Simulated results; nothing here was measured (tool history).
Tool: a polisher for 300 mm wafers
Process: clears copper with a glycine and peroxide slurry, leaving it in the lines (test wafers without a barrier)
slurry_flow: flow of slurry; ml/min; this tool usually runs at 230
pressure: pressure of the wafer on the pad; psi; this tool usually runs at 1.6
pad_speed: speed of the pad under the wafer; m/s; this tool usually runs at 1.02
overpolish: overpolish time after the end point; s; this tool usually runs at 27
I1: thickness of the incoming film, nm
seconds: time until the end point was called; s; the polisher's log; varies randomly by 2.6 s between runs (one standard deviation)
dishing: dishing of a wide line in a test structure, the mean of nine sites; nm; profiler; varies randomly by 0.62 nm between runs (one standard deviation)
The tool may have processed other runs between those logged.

Run 1, hour 0: usual settings; I1 512.1. Result: seconds 149.2 s, dishing 59 nm.
Run 2, hour 101.9: usual settings; I1 511.4. Result: seconds 148.9 s, dishing 58.3 nm.
At hour 113.4: worn pad replaced by a new one.
Run 3, hour 134.4: usual settings but slurry_flow 260 ml/min; I1 498.8. Result: seconds 143.1 s, dishing 57.9 nm.
Run 4, hour 163.7: usual settings but slurry_flow 260 ml/min; I1 519.1. Result: seconds 150.5 s, dishing 57.7 nm.
Run 5, hour 191.8: usual settings but slurry_flow 260 ml/min; I1 508.1. Result: seconds 144.1 s, dishing 57.9 nm.
Run 6, hour 210.7: usual settings; I1 509. Result: seconds 149.8 s, dishing 57.2 nm.
Run 7, hour 245.3: usual settings; I1 507. Result: seconds 150.6 s, dishing 56.7 nm.
Run 8, hour 263.1: usual settings; I1 517.8. Result: seconds 157.8 s, dishing 56.4 nm.
At hour 274.1: head pressure recalibrated.
Run 9, hour 297.4: usual settings; I1 503.1. Result: seconds 151.8 s, dishing 56.1 nm.
Run 10, hour 321.7: usual settings; I1 515.5. Result: seconds 155.2 s, dishing 56.4 nm.
Run 11, hour 337.5: usual settings; I1 510.6. Result: seconds 150.1 s, dishing 56.9 nm.
At hour 367.9: worn pad replaced by a new one.
Run 12, hour 368.4: usual settings; I1 502.9. Result: seconds 154.1 s, dishing 55.7 nm.
Run 13, hour 384.1: usual settings; I1 515.2. Result: seconds 152.7 s, dishing 56.9 nm.
Run 14, hour 417: usual settings but overpolish 23 s; I1 503.2. Result: seconds 153.1 s, dishing 50.1 nm.
Run 15, hour 443.5: usual settings but overpolish 23 s; I1 512.1. Result: seconds 152.8 s, dishing 50.4 nm.
Run 16, hour 469.4: usual settings but slurry_flow 255 ml/min, overpolish 21 s; I1 504.5. Result: seconds 147.3 s, dishing 47.3 nm.
Run 17, hour 497.3: usual settings; I1 511. Result: seconds 159.2 s, dishing 56.4 nm.
Run 18, hour 527.3: usual settings but overpolish 41 s; I1 514.1. Result: seconds 156.4 s, dishing 72.5 nm.
Run 19, hour 550.9: usual settings but pressure 1.2 psi; I1 510.1. Result: seconds 194.4 s, dishing 48 nm.
At hour 562.4: slurry nozzle cleaned.
At hour 579.7: worn pad replaced by a new one.
Run 20, hour 580.2: usual settings but pad_speed 0.74 m/s; I1 507.1. Result: seconds 172.4 s, dishing 52 nm.
Run 21, hour 613.6: usual settings but pressure 1.1 psi; I1 512.2. Result: seconds 185.8 s, dishing 47.4 nm.
Run 22, hour 648.2: usual settings but slurry_flow 285 ml/min, pad_speed 1.26 m/s, overpolish 32 s; I1 502.8. Result: seconds 118.3 s, dishing 73 nm.
Run 23, hour 695: usual settings but slurry_flow 280 ml/min; I1 501.8. Result: seconds 133.2 s, dishing 60.6 nm.
Run 24, hour 722.8: usual settings but slurry_flow 175 ml/min, pad_speed 0.82 m/s; I1 511.1. Result: seconds 187.3 s, dishing 50.9 nm.
Run 25, hour 737.1: usual settings but slurry_flow 190 ml/min, pressure 1.4 psi; I1 509.5. Result: seconds 161.6 s, dishing 52.8 nm.
Run 26, hour 816.1: usual settings but pad_speed 0.86 m/s, overpolish 13 s; I1 505. Result: seconds 161 s, dishing 30.1 nm.
At hour 827.8: worn pad replaced by a new one.
Run 27, hour 847.2: usual settings but slurry_flow 280 ml/min, pressure 1.1 psi, pad_speed 0.76 m/s, overpolish 14 s; I1 514.5. Result: seconds 224.6 s, dishing 24.3 nm.
Run 28, hour 877.2: usual settings but slurry_flow 255 ml/min, pressure 2 psi; I1 511.8. Result: seconds 125.1 s, dishing 66.4 nm.
Run 29, hour 892.8: usual settings; I1 505.3. Result: seconds 150.3 s, dishing 57.9 nm.
Run 30, hour 928.5: usual settings but slurry_flow 290 ml/min, pressure 1.9 psi, pad_speed 0.66 m/s, overpolish 18 s; I1 516.9. Result: seconds 174.9 s, dishing 39 nm.
Run 31, hour 944.9: usual settings; I1 518.7. Result: seconds 153.8 s, dishing 56.5 nm.
Run 32, hour 965.8: usual settings but overpolish 39 s; I1 509.8. Result: seconds 149.7 s, dishing 71.2 nm.
Run 33, hour 990.9: usual settings but slurry_flow 265 ml/min, pad_speed 0.7 m/s, overpolish 15 s; I1 520. Result: seconds 191.8 s, dishing 30.6 nm.
Run 34, hour 1007.7: usual settings; I1 507.9. Result: seconds 154.4 s, dishing 56.1 nm.

Pick out some run-to-run changes in seconds. Of each, how much would a tool without hidden state show as well, from the settings, what came in and chance, and how much is left for the hidden state and any gauge scatter not in both results compared?
Hidden conditions of the tool in this case: removal rate lost through wear of the pad, %; slurry flow missing at the pad, %; deviation of the head's pressure from its setpoint, %.
Run 19 -> 20: pressure 1.2 -> 1.6, pad_speed 1.02 -> 0.74, slurry nozzle cleaned, worn pad replaced by a new one. seconds -22 s: hidden state -16.2, all else -5.8.
Run 21 -> 22: slurry_flow 230 -> 285, pressure 1.1 -> 1.6, pad_speed 1.02 -> 1.26, overpolish 27 -> 32. seconds -67.5 s: hidden state -0.9, all else -66.6.
Run 23 -> 24: slurry_flow 280 -> 175, pad_speed 1.02 -> 0.82. seconds +54.1 s: hidden state +5.9, all else +48.2.
Run 26 -> 27: slurry_flow 230 -> 280, pressure 1.6 -> 1.1, pad_speed 0.86 -> 0.76, overpolish 13 -> 14, worn pad replaced by a new one. seconds +63.6 s: hidden state +2.2, all else +61.4.
Run 27 -> 28: slurry_flow 280 -> 255, pressure 1.1 -> 2, pad_speed 0.76 -> 1.02, overpolish 14 -> 27. seconds -99.5 s: hidden state -3.8, all else -95.7.

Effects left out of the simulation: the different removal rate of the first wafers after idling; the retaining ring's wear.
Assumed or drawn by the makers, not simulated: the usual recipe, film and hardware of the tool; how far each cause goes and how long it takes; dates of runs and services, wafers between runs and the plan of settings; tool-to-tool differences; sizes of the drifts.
